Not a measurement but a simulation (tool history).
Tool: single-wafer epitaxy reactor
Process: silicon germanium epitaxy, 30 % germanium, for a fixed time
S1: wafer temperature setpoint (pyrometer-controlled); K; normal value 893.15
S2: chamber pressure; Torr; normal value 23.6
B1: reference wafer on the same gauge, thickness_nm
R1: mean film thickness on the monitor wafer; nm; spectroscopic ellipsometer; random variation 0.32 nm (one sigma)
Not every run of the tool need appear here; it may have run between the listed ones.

run 1 day=0.000 | S1=893.15 S2=23.6 | B1=92.678 | R1=95.174
run 2 day=2.492 | S1=893.15 S2=23.6 | B1=92.661 | R1=95.938
run 3 day=6.054 | S1=893.15 S2=23.6 | B1=92.666 | R1=95.937
run 4 day=9.129 | S1=893.15 S2=23.6 | B1=92.660 | R1=96.224
run 5 day=12.846 | S1=889.15 S2=23.6 | B1=92.507 | R1=88.587
run 6 day=16.050 | S1=889.15 S2=23.6 | B1=92.670 | R1=90.078
-- day=16.354 gauge calibrated
run 7 day=18.621 | S1=893.15 S2=23.6 | B1=92.698 | R1=96.708
run 8 day=21.508 | S1=893.15 S2=23.6 | B1=92.678 | R1=96.971
run 9 day=26.000 | S1=893.15 S2=23.6 | B1=92.564 | R1=97.132
run 10 day=28.388 | S1=904.15 S2=23.6 | B1=92.740 | R1=120.586
run 11 day=30.942 | S1=904.15 S2=23.6 | B1=92.749 | R1=120.726
run 12 day=32.762 | S1=893.15 S2=23.6 | B1=92.682 | R1=97.246
-- day=34.783 capacitance manometer re-zeroed and calibrated
run 13 day=34.804 | S1=893.15 S2=23.6 | B1=92.697 | R1=95.865
-- day=35.192 pyrometer calibrated
run 14 day=37.775 | S1=893.15 S2=23.6 | B1=92.658 | R1=94.203
run 15 day=40.675 | S1=893.15 S2=23.6 | B1=92.750 | R1=94.329
run 16 day=43.112 | S1=904.15 S2=21.7 | B1=92.618 | R1=114.075
-- day=43.492 showerhead replaced
run 17 day=46.379 | S1=883.15 S2=21.7 | B1=92.763 | R1=75.388
run 18 day=48.096 | S1=893.15 S2=23.6 | B1=92.625 | R1=95.973
run 19 day=52.104 | S1=893.15 S2=23.6 | B1=92.761 | R1=96.240
run 20 day=56.271 | S1=885.15 S2=22.0 | B1=92.627 | R1=79.198
-- day=57.212 gauge calibrated
run 21 day=60.446 | S1=886.15 S2=29.2 | B1=92.552 | R1=91.121
run 22 day=62.129 | S1=898.15 S2=27.3 | B1=92.705 | R1=113.780
run 23 day=63.871 | S1=899.15 S2=19.9 | B1=92.678 | R1=101.437
run 24 day=67.162 | S1=893.15 S2=23.6 | B1=92.632 | R1=97.205
run 25 day=70.979 | S1=901.15 S2=26.1 | B1=92.711 | R1=118.478
run 26 day=73.117 | S1=904.15 S2=20.6 | B1=92.765 | R1=113.892
run 27 day=77.442 | S1=893.15 S2=23.6 | B1=92.848 | R1=97.787
run 28 day=81.604 | S1=904.15 S2=18.7 | B1=92.600 | R1=110.099
-- day=83.017 capacitance manometer re-zeroed and calibrated
run 29 day=84.442 | S1=908.15 S2=21.9 | B1=92.683 | R1=124.559
run 30 day=86.542 | S1=893.15 S2=23.6 | B1=92.757 | R1=95.794
run 31 day=89.096 | S1=893.15 S2=19.9 | B1=92.678 | R1=89.558

Hidden state or all else? Some run-to-run changes of R1, split into what the settings, what came in and random variation would give without the hidden state, and what is left for the hidden state (with any gauge scatter that isn't in both results):
Hidden state at play: wafer temperature above the value expected at the setpoint (K); true pressure above the setpoint (%); gauge reads high (%).
Run 11 -> 12: S1 904.15 -> 893.15. R1 -23.480 nm: hidden state -0.826, all else -22.654.
Run 12 -> 13: capacitance manometer re-zeroed and calibrated. R1 -1.381 nm: hidden state -1.510, all else +0.129.
Run 13 -> 14: pyrometer calibrated. R1 -1.662 nm: hidden state -2.010, all else +0.348.
Run 16 -> 17: S1 904.15 -> 883.15, showerhead replaced. R1 -38.687 nm: hidden state -0.195, all else -38.492.
Run 28 -> 29: S1 904.15 -> 908.15, S2 18.7 -> 21.9, capacitance manometer re-zeroed and calibrated. R1 +14.460 nm: hidden state -1.764, all else +16.224.
Run 29 -> 30: S1 908.15 -> 893.15, S2 21.9 -> 23.6. R1 -28.765 nm: hidden state -0.516, all else -28.249.

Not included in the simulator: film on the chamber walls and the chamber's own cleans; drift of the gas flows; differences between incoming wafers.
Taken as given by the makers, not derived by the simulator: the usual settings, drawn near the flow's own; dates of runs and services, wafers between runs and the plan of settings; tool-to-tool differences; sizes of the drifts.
